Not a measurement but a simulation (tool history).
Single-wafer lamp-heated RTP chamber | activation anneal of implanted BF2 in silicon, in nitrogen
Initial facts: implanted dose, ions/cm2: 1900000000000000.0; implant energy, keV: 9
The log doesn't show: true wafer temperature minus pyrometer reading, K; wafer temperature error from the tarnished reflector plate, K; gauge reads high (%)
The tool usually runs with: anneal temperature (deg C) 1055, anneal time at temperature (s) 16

| run | hour | anneal temperature (deg C) | anneal time at temperature (s) | wafers since the last listed run | wafers since the last pyrometer calibration | wafers since the reflector plate was cleaned | hours since the gauge calibration | read-back reference wafer on the same gauge, sheet resistance | sheet resistance of the implanted and annealed layer (ohm/square) |
|---|---|---|---|---|---|---|---|---|---|
| 1 | 0.0 | 1055 | 18 | 0 | 996 | 5525 | 409.4 | 147.17 | 130.44 |
|  | 7.5 | reflector plate cleaned |
| 2 | 48.3 | 1055 | 18 | 911 | 1908 | 911 | 457.7 | 147.17 | 132.06 |
| 3 | 103.1 | 1055 | 18 | 1224 | 3132 | 2136 | 512.5 | 147.00 | 130.57 |
| 4 | 194.5 | 1055 | 16 | 2042 | 5175 | 4179 | 603.9 | 146.91 | 132.94 |
| 5 | 221.9 | 1055 | 16 | 612 | 5788 | 4791 | 631.3 | 147.09 | 131.42 |
|  | 250.2 | reflector plate cleaned |
|  | 266.1 | pyrometer window cleaned and pyrometer calibrated |
| 6 | 271.5 | 1055 | 16 | 750 | 121 | 296 | 680.9 | 146.66 | 135.69 |
| 7 | 310.5 | 1055 | 16 | 871 | 992 | 1168 | 719.9 | 146.91 | 136.10 |
| 8 | 343.9 | 1055 | 16 | 746 | 1739 | 1915 | 753.3 | 146.84 | 134.42 |
|  | 539.0 | reflector plate cleaned |
| 9 | 541.3 | 1055 | 16 | 4233 | 5972 | 50 | 950.7 | 147.12 | 131.58 |
| 10 | 565.5 | 1055 | 16 | 540 | 6513 | 591 | 974.9 | 146.86 | 130.25 |
|  | 576.5 | pyrometer window cleaned and pyrometer calibrated |
| 11 | 607.0 | 1055 | 16 | 748 | 680 | 1340 | 1016.4 | 147.37 | 136.33 |
| 12 | 633.2 | 1055 | 16 | 585 | 1266 | 1925 | 1042.6 | 146.67 | 134.46 |
| 13 | 683.3 | 1070 | 19 | 1119 | 2385 | 3045 | 1092.7 | 147.09 | 112.07 |
| 14 | 740.1 | 1084 | 7 | 1269 | 3655 | 4315 | 1149.5 | 146.84 | 132.02 |
|  | 771.5 | gauge calibrated |
| 15 | 776.1 | 1055 | 16 | 804 | 4460 | 5119 | 4.6 | 146.79 | 132.89 |
|  | 795.5 | reflector plate cleaned |
|  | 820.0 | pyrometer window cleaned and pyrometer calibrated |
| 16 | 823.8 | 1055 | 23 | 708 | 84 | 454 | 52.3 | 146.99 | 122.03 |
| 17 | 862.0 | 1080 | 7 | 853 | 938 | 1308 | 90.5 | 147.21 | 137.90 |
|  | 1038.3 | reflector plate cleaned |
| 18 | 1038.8 | 1074 | 9 | 3772 | 4711 | 10 | 267.3 | 146.63 | 131.65 |
| 19 | 1070.9 | 1068 | 21 | 717 | 5428 | 728 | 299.4 | 146.75 | 108.18 |
|  | 1101.5 | pyrometer window cleaned and pyrometer calibrated |
| 20 | 1136.3 | 1055 | 18 | 1282 | 778 | 2011 | 364.8 | 146.96 | 130.68 |
| 21 | 1187.3 | 1055 | 16 | 1139 | 1918 | 3150 | 415.8 | 146.76 | 134.98 |
| 22 | 1218.3 | 1055 | 16 | 692 | 2610 | 3843 | 446.8 | 147.46 | 135.18 |
| 23 | 1272.8 | 1055 | 16 | 1218 | 3829 | 5061 | 501.3 | 146.89 | 133.97 |
|  | 1284.9 | reflector plate cleaned |
| 24 | 1316.1 | 1077 | 24 | 788 | 4618 | 697 | 544.6 | 147.31 | 98.01 |
| 25 | 1354.3 | 1076 | 19 | 853 | 5471 | 1550 | 582.8 | 146.54 | 104.93 |

Give the tool's hidden conditions for every run:
wafer temperature error from the tarnished reflector plate, K: 0 on each run
gauge reads high (%): 0 on each run
H1: true wafer temperature minus pyrometer reading, K
| run | H1 |
|---|---|
| 1 | 0.436 |
| 2 | 0.769 |
| 3 | 1.43 |
| 4 | 3.2 |
| 5 | 3.89 |
| 6 | 0.393 |
| 7 | 0.49 |
| 8 | 0.693 |
| 9 | 4.17 |
| 10 | 4.86 |
| 11 | 0.213 |
| 12 | 0.327 |
| 13 | 0.735 |
| 14 | 1.5 |
| 15 | 2.15 |
| 16 | 0.387 |
| 17 | 0.474 |
| 18 | 2.77 |
| 19 | 3.52 |
| 20 | 0.321 |
| 21 | 0.627 |
| 22 | 0.94 |
| 23 | 1.72 |
| 24 | 2.56 |
| 25 | 3.45 |
